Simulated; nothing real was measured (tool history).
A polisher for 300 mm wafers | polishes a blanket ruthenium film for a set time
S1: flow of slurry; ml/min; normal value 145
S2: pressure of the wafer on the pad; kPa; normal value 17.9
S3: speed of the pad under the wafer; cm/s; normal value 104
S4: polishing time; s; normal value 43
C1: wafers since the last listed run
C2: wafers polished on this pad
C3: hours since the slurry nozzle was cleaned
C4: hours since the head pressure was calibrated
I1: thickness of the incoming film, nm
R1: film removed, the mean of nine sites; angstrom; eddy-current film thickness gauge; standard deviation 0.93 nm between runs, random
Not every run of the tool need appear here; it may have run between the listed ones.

run	day	S1	S2	S3	S4	C1	C2	C3	C4	I1	R1
1	0.000	145	17.9	104	43	0	1578	343.1	288.2	596.8	582
2	3.133	145	17.9	88	43	920	2499	418.3	363.4	595.1	472
3	6.046	145	17.9	88	43	855	3355	488.2	433.3	598.2	455
4	8.042	145	17.9	122	43	586	3942	536.1	481.2	601.7	614
5	10.067	145	17.9	122	43	595	4537	584.7	529.8	607.5	600
# day 10.433: worn pad replaced by a new one
# day 11.462: head pressure recalibrated
6	11.817	145	17.9	122	43	440	381	626.7	8.5	609.5	661
7	13.638	145	17.9	104	43	535	917	670.4	52.2	602.8	554
8	16.042	115	19.3	104	43	706	1623	728.1	109.9	600.3	530
9	18.442	115	19.3	104	43	705	2329	785.7	167.5	610.1	521
10	21.192	115	19.3	104	43	808	3137	851.7	233.5	598.2	519
11	23.392	145	17.9	104	43	646	3783	904.5	286.3	598.3	524
# day 27.179: slurry nozzle cleaned
# day 28.579: worn pad replaced by a new one
12	34.550	145	17.9	104	43	3218	1754	176.9	554.1	594.4	584
# day 38.138: head pressure recalibrated
13	42.554	115	19.3	104	43	2327	4082	369.0	106.0	599.7	520
14	45.675	145	24.1	104	43	917	4999	443.9	180.9	599.2	662
# day 47.167: worn pad replaced by a new one
15	49.621	170	17.9	104	28	1110	721	538.6	275.6	597.7	392
16	52.738	145	14.5	70	50	916	1637	613.4	350.4	593.7	369
17	55.258	185	23.4	126	35	740	2378	673.9	410.9	593.2	722
18	59.121	145	14.5	104	30	1135	3513	766.6	503.6	601.5	302
# day 59.425: head pressure recalibrated
# day 61.667: worn pad replaced by a new one
# day 62.117: slurry nozzle cleaned
19	67.875	145	17.9	104	43	2487	1812	138.2	202.8	594.1	593
20	69.825	145	12.4	104	55	573	2385	185.0	249.6	612.3	528
21	71.988	145	15.9	104	34	635	3021	236.9	301.5	599.4	390
22	76.096	160	15.9	126	54	1207	4228	335.5	400.1	597.0	715
# day 78.033: worn pad replaced by a new one
23	79.442	185	17.9	104	43	934	413	415.8	480.4	602.4	604
# day 81.425: head pressure recalibrated
24	82.262	130	17.9	104	43	804	1218	483.5	20.1	599.9	534

Forecast each of these 4 alternatives for the next run:
A	82.279	145	17.9	104	43	4	1223	483.9	20.5	608.4	?
B	82.279	145	13.8	104	29	4	1223	483.9	20.5	608.4	?
C	82.279	115	15.9	70	30	4	1223	483.9	20.5	608.4	?
D	82.279	105	20.0	94	50	4	1223	483.9	20.5	608.4	?

run	R1
A	561
B	298
C	227
D	585
Stripped of hidden state, with their random variation kept, the same runs would have yielded:
run	R1
A	658
B	350
C	275
D	716

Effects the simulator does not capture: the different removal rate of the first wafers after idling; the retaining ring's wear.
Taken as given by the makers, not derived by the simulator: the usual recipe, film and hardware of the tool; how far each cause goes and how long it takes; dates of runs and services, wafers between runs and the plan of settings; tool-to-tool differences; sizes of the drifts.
